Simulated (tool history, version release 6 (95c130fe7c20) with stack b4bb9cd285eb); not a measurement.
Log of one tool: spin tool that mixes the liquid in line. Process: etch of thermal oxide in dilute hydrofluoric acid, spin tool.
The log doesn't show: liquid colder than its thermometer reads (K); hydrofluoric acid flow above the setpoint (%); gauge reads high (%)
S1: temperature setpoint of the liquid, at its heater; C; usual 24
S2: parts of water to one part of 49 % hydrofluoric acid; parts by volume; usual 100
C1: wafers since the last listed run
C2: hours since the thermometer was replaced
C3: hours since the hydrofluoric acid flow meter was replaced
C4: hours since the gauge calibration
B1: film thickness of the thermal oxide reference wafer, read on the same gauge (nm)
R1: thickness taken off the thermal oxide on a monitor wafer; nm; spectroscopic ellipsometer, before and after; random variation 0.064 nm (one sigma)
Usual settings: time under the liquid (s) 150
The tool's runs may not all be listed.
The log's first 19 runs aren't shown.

Run 20, hour 1601.3: usual settings; C1 500; C2 1888.3; C3 1359.3; C4 347.2; B1 129.97. Result: R1 7.67 nm.
At hour 1687.7: hydrofluoric acid flow meter replaced.
Run 21, hour 1702.4: usual settings but S1 22 C, S2 130 parts by volume, time under the liquid (s) 210; C1 796; C2 1989.4; C3 14.7; C4 448.3; B1 129.99. Result: R1 6.58 nm.
At hour 1765.8: thermometer replaced.
Run 22, hour 1772: usual settings but S2 140 parts by volume, time under the liquid (s) 115; C1 545; C2 6.2; C3 84.3; C4 517.9; B1 130.01. Result: R1 3.64 nm.
Run 23, hour 1842.1: usual settings but S1 27 C, time under the liquid (s) 220; C1 557; C2 76.3; C3 154.4; C4 588; B1 130.01. Result: R1 11.72 nm.
Run 24, hour 1918.4: usual settings but S1 27.5 C, S2 115 parts by volume, time under the liquid (s) 125; C1 607; C2 152.6; C3 230.7; C4 664.3; B1 130. Result: R1 5.9 nm.
Run 25, hour 2008.9: usual settings but S2 140 parts by volume; C1 720; C2 243.1; C3 321.2; C4 754.8; B1 129.98. Result: R1 4.89 nm.
Run 26, hour 2086.6: usual settings but S1 22.5 C; C1 618; C2 320.8; C3 398.9; C4 832.5; B1 130. Result: R1 6.74 nm.
Run 27, hour 2176.1: usual settings but S2 50 parts by volume, time under the liquid (s) 225; C1 712; C2 410.3; C3 488.4; C4 922; B1 130.03. Result: R1 22.86 nm.
Run 28, hour 2269.9: usual settings but S1 26 C, time under the liquid (s) 75; C1 746; C2 504.1; C3 582.2; C4 1015.8; B1 130.01. Result: R1 3.92 nm.
Run 29, hour 2344.1: usual settings but S1 20 C, S2 130 parts by volume, time under the liquid (s) 90; C1 590; C2 578.3; C3 656.4; C4 1090; B1 129.98. Result: R1 2.77 nm.
Run 30, hour 2410.8: usual settings but S1 21 C; C1 530; C2 645; C3 723.1; C4 1156.7; B1 130.02. Result: R1 6.37 nm.
Run 31, hour 2486.4: usual settings; C1 601; C2 720.6; C3 798.7; C4 1232.3; B1 129.97. Result: R1 7.31 nm.
Run 32, hour 2572.4: usual settings; C1 684; C2 806.6; C3 884.7; C4 1318.3; B1 129.99. Result: R1 7.41 nm.
Run 33, hour 2675.3: usual settings but S1 28.5 C; C1 818; C2 909.5; C3 987.6; C4 1421.2; B1 130. Result: R1 8.88 nm.
Run 34, hour 2767.1: usual settings; C1 730; C2 1001.3; C3 1079.4; C4 1513; B1 129.98. Result: R1 7.42 nm.
Run 35, hour 2831.3: usual settings but S1 21.5 C, S2 80 parts by volume, time under the liquid (s) 95; C1 510; C2 1065.5; C3 1143.6; C4 1577.2; B1 130.01. Result: R1 5.4 nm.

3 ways to go on from here, each from the tool as it stands after run 35. What would each give?
Run A, hour 2831.8: usual settings but S1 27 C; C1 3; C2 1066; C3 1144.1; C4 1577.7; B1 ?. Result: R1 ?.
Run B, hour 2831.8: usual settings but S1 29 C; C1 3; C2 1066; C3 1144.1; C4 1577.7; B1 ?. Result: R1 ?.
Run C, hour 2831.8: usual settings but S2 55 parts by volume; C1 3; C2 1066; C3 1144.1; C4 1577.7; B1 ?. Result: R1 ?.

run      B1     R1
  A  130.02   8.53
  B  130.02   9.21
  C  130.02  14.54
Without the tool's hidden state the same runs would have given:
run     R1
  A   7.82
  B   8.44
  C  13.39

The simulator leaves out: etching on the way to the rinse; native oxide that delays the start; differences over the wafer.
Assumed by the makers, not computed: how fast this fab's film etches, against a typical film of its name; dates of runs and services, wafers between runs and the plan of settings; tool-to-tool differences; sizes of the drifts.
